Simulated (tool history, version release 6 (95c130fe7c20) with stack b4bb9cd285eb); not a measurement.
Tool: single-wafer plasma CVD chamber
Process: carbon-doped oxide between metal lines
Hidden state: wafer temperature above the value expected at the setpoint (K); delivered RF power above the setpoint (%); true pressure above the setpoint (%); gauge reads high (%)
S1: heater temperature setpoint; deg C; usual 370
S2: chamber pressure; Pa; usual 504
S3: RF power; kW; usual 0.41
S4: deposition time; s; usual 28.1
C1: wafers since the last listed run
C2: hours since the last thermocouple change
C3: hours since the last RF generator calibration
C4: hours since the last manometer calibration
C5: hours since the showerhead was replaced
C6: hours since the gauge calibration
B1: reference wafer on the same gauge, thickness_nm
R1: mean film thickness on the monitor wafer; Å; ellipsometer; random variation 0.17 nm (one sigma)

| run | hour | S1 | S2 | S3 | S4 | C1 | C2 | C3 | C4 | C5 | C6 | B1 | R1 |
|---|---|---|---|---|---|---|---|---|---|---|---|---|---|
| 1 | 0 | 370 | 504 | 0.41 | 28.1 | 0 | 688.2 | 959.3 | 696.3 | 3522.1 | 155.1 | 112.992 | 1116.59 |
| 2 | 14.3 | 370 | 504 | 0.41 | 28.1 | 214 | 702.5 | 973.6 | 710.6 | 3536.4 | 169.4 | 113.009 | 1112.29 |
| 3 | 23.3 | 370 | 504 | 0.41 | 28.1 | 135 | 711.5 | 982.6 | 719.6 | 3545.4 | 178.4 | 112.975 | 1115.89 |
| 4 | 32.5 | 370 | 504 | 0.41 | 28.1 | 138 | 720.7 | 991.8 | 728.8 | 3554.6 | 187.6 | 113.048 | 1115.1 |
| 5 | 41.2 | 370 | 504 | 0.41 | 28.1 | 130 | 729.4 | 1000.5 | 737.5 | 3563.3 | 196.3 | 112.982 | 1113.78 |
| 6 | 57.6 | 370 | 504 | 0.41 | 28.1 | 246 | 745.8 | 1016.9 | 753.9 | 3579.7 | 212.7 | 113 | 1113.17 |
| 7 | 75 | 370 | 504 | 0.41 | 28.1 | 261 | 763.2 | 1034.3 | 771.3 | 3597.1 | 230.1 | 113.002 | 1111.8 |
| 8 | 92.6 | 370 | 504 | 0.41 | 28.1 | 264 | 780.8 | 1051.9 | 788.9 | 3614.7 | 247.7 | 112.995 | 1108.4 |
| 9 | 101.6 | 370 | 504 | 0.41 | 28.1 | 135 | 789.8 | 1060.9 | 797.9 | 3623.7 | 256.7 | 112.959 | 1108.42 |
|  | 104.3 | gauge calibrated |
| 10 | 110.2 | 370 | 504 | 0.41 | 28.1 | 129 | 798.4 | 1069.5 | 806.5 | 3632.3 | 5.9 | 113.047 | 1105.97 |
| 11 | 126.6 | 370 | 504 | 0.41 | 28.1 | 246 | 814.8 | 1085.9 | 822.9 | 3648.7 | 22.3 | 112.991 | 1106.74 |
| 12 | 132.8 | 370 | 553 | 0.41 | 28.1 | 93 | 821 | 1092.1 | 829.1 | 3654.9 | 28.5 | 112.989 | 1119.82 |
| 13 | 150.8 | 370 | 553 | 0.41 | 28.1 | 270 | 839 | 1110.1 | 847.1 | 3672.9 | 46.5 | 113.021 | 1114.26 |
| 14 | 165.4 | 370 | 431 | 0.41 | 28.1 | 219 | 853.6 | 1124.7 | 861.7 | 3687.5 | 61.1 | 113.016 | 1088.52 |
|  | 180 | capacitance manometer re-zeroed and calibrated |
|  | 183.8 | RF generator calibrated |
| 15 | 184.3 | 362 | 629 | 0.41 | 28.1 | 106 | 872.5 | 0.5 | 4.3 | 3706.4 | 80 | 113.012 | 1203.47 |
| 16 | 184.6 | 370 | 504 | 0.41 | 28.1 | 4 | 872.8 | 0.8 | 4.6 | 3706.7 | 80.3 | 112.974 | 1153.68 |
| 17 | 195.6 | 370 | 504 | 0.41 | 28.1 | 165 | 883.8 | 11.8 | 15.6 | 3717.7 | 91.3 | 113.018 | 1155.04 |
| 18 | 207.3 | 370 | 592 | 0.41 | 22.5 | 175 | 895.5 | 23.5 | 27.3 | 3729.4 | 103 | 112.973 | 944.19 |
|  | 234.5 | showerhead replaced |
|  | 242.3 | thermocouple changed; heater temperature recalibrated |
| 19 | 242.8 | 370 | 504 | 0.41 | 28.1 | 296 | 0.5 | 59 | 62.8 | 8.3 | 138.5 | 113.029 | 1152.54 |
| 20 | 246.6 | 370 | 504 | 0.41 | 28.1 | 57 | 4.3 | 62.8 | 66.6 | 12.1 | 142.3 | 113.049 | 1155.2 |
| 21 | 253.6 | 370 | 412 | 0.465 | 28.1 | 105 | 11.3 | 69.8 | 73.6 | 19.1 | 149.3 | 113.008 | 1211.01 |
| 22 | 262.7 | 380 | 451 | 0.41 | 28.1 | 136 | 20.4 | 78.9 | 82.7 | 28.2 | 158.4 | 112.997 | 1118.82 |
| 23 | 272.7 | 384 | 504 | 0.355 | 26.3 | 150 | 30.4 | 88.9 | 92.7 | 38.2 | 168.4 | 113.034 | 979.02 |
| 24 | 285.1 | 375 | 504 | 0.41 | 28.1 | 186 | 42.8 | 101.3 | 105.1 | 50.6 | 180.8 | 112.987 | 1142.46 |
| 25 | 314.7 | 361 | 504 | 0.41 | 25 | 445 | 72.4 | 130.9 | 134.7 | 80.2 | 210.4 | 112.979 | 1046.5 |
| 26 | 330.3 | 370 | 504 | 0.41 | 28.1 | 234 | 88 | 146.5 | 150.3 | 95.8 | 226 | 112.955 | 1153.83 |

Measured less the same run without the tool's hidden state. The same run-to-run variation is in both; the gauge's scatter may not be:
| run | R1 |
|---|---|
| 1 | -41.49 |
| 2 | -42.38 |
| 3 | -43.18 |
| 4 | -43.85 |
| 5 | -44.45 |
| 6 | -45.69 |
| 7 | -47 |
| 8 | -48.26 |
| 9 | -48.98 |
| 10 | -49.57 |
| 11 | -50.97 |
| 12 | -52.09 |
| 13 | -53.37 |
| 14 | -53.4 |
| 15 | -3.94 |
| 16 | -3.78 |
| 17 | -3.79 |
| 18 | -3.11 |
| 19 | -3.9 |
| 20 | -3.93 |
| 21 | -4.15 |
| 22 | -3.89 |
| 23 | -3.59 |
| 24 | -4.11 |
| 25 | -3.99 |
| 26 | -4.56 |
